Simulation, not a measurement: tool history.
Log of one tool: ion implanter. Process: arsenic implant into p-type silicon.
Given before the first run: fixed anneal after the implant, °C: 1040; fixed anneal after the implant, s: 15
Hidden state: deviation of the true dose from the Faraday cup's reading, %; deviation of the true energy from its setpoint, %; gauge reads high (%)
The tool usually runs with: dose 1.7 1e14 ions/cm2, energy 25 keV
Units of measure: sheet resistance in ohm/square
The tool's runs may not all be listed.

run	day	dose	energy	wafers since the last listed run	hours since the last dose calibration	hours since the extraction supply was calibrated	hours since the gauge calibration	read-back reference wafer on the same gauge, sheet resistance	sheet resistance
1	0	1.37	25	0	1346.2	1062.7	452.9	497.63	514.47
2	1.8	1.37	25	644	1389.4	1105.9	496.1	497.8	513.05
3	5.104	1.7	25	1182	1468.7	1185.2	575.4	498.22	437.63
4	6.625	1.7	25	544	1505.2	1221.7	611.9	497.7	440.82
# day 8.829: Faraday cup replaced and dose calibrated
5	10.988	1.7	25	1441	51.8	1326.4	716.6	498.1	446.58
6	12.854	1.86	25	668	96.6	1371.2	761.4	497.99	416.57
7	16.092	1.86	25	1158	174.3	1448.9	839.1	498.25	417.17
8	17.958	1.86	25	668	219.1	1493.7	883.9	497.94	417.38
9	21.454	1.7	25	1251	303	1577.6	967.8	497.52	442.79
10	23.796	1.7	25	838	359.2	1633.8	1024	498.34	446.07
11	27.438	1.7	25	1303	446.6	1721.2	1111.4	497.59	447.23
12	30.442	1.7	25	1075	518.7	1793.3	1183.5	498.09	443.24
13	34.362	1.7	25	1403	612.8	1887.4	1277.6	498.06	444.44
14	36.146	1.7	25	638	655.6	1930.2	1320.4	497.83	442.22
15	39.492	1.32	30.5	1197	735.9	2010.5	1400.7	498.24	511.91
16	41.129	1.7	25	586	775.2	2049.8	1440	498.35	440.33
17	43.983	1.7	28	1021	843.7	2118.3	1508.5	497.95	432.99
18	56.662	1.89	20	4537	1148	2422.6	1812.8	497.73	417.85
19	60.808	1.7	25	1483	1247.5	2522.1	1912.3	497.8	435.27
20	63.188	2.08	32	851	1304.6	2579.2	1969.4	497.99	361.06
21	67.188	2.02	25	1431	1400.6	2675.2	2065.4	497.75	384.99
22	69.979	1.7	21.5	999	1467.6	2742.2	2132.4	497.66	446.43
23	72.304	1.45	33.5	832	1523.4	2798	2188.2	498.12	467.65
# day 73.229: gauge calibrated
24	73.829	1.36	30	545	1560	2834.6	14.4	498.06	498.74
25	77.879	1.49	30	1449	1657.2	2931.8	111.6	498.15	464.6
# day 78.788: extraction supply calibrated
# day 79.829: Faraday cup replaced and dose calibrated
26	80.346	1.7	25	644	12.4	37.4	170.8	498.19	444.55
27	82.954	1.53	32	933	75	100	233.4	497.62	461.82
28	85.133	1.88	29	779	127.3	152.3	285.7	497.73	405.02
29	86.888	1.33	25	627	169.4	194.4	327.8	498.31	531.97
30	88.454	1.49	18.5	560	207	232	365.4	498.17	516.01
31	90.746	1.33	33.5	820	262	287	420.4	498.06	505.1
32	92.554	1.7	25	647	305.4	330.4	463.8	497.98	442
33	96.029	1.49	29.5	1243	388.8	413.8	547.2	497.75	474.38
34	98.779	1.52	25	984	454.8	479.8	613.2	497.71	480.65
35	103.225	2.13	27.5	1591	561.5	586.5	719.9	497.69	367.85
36	105.083	1.49	18.5	665	606.1	631.1	764.5	498.06	507.74
37	108.479	1.7	22.5	1215	687.6	712.6	846	498.64	447.4

The same runs without the tool's hidden state, with the same run-to-run variation:
run	sheet resistance
1	525.85
2	524.8
3	448.51
4	452.07
5	448.08
6	418.33
7	419.53
8	420.09
9	446.32
10	450.09
11	451.97
12	448.52
13	450.51
14	448.6
15	519.71
16	447.65
17	440.67
18	427.87
19	446.27
20	370.59
21	395.95
22	459.64
23	481.27
24	513.61
25	479.41
26	446.74
27	464.55
28	407.87
29	536.02
30	520.44
31	509.66
32	446.56
33	479.85
34	486.85
35	373.44
36	515.85
37	455.2
